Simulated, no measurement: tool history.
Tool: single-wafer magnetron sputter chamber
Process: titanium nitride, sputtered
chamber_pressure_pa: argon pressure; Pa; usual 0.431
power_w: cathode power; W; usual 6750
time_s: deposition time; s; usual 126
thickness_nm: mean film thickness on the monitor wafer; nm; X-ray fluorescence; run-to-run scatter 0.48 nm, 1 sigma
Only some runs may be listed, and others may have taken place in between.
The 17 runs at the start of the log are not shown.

run,hour,chamber_pressure_pa,power_w,time_s,"read-back reference wafer on the same gauge, thickness_nm",thickness_nm
18,216.1,0.519,6750,126,167.994,154.853
19,232.8,0.329,8100,138,168.007,216.393
20,242.8,0.328,6750,126,168.014,165.018
# hour 260.1: sputter target and shields replaced
21,260.6,0.431,6750,141,167.985,180.125
22,267.3,0.431,6750,126,167.919,160.488
# hour 282.9: magnet pack replaced
23,304.1,0.568,6300,135,168.015,153.012
24,319.1,0.272,8200,107,168.060,173.591
25,327.1,0.431,7350,126,167.957,174.295
26,334.7,0.478,6750,115,168.033,144.786
27,347.7,0.554,6750,119,167.990,145.896
28,355.2,0.431,6750,126,168.058,159.410
29,362.5,0.569,8450,115,168.072,174.771
30,378.1,0.431,6750,142,167.835,180.082

The next listed run, before its measurement:
31,384.4,0.431,5550,126,?,?

Run 31 produced read-back reference wafer on the same gauge, thickness_nm 167.891, thickness_nm 131.726 nm.
Without the tool's hidden state the same run would have given thickness_nm 131.726 nm.

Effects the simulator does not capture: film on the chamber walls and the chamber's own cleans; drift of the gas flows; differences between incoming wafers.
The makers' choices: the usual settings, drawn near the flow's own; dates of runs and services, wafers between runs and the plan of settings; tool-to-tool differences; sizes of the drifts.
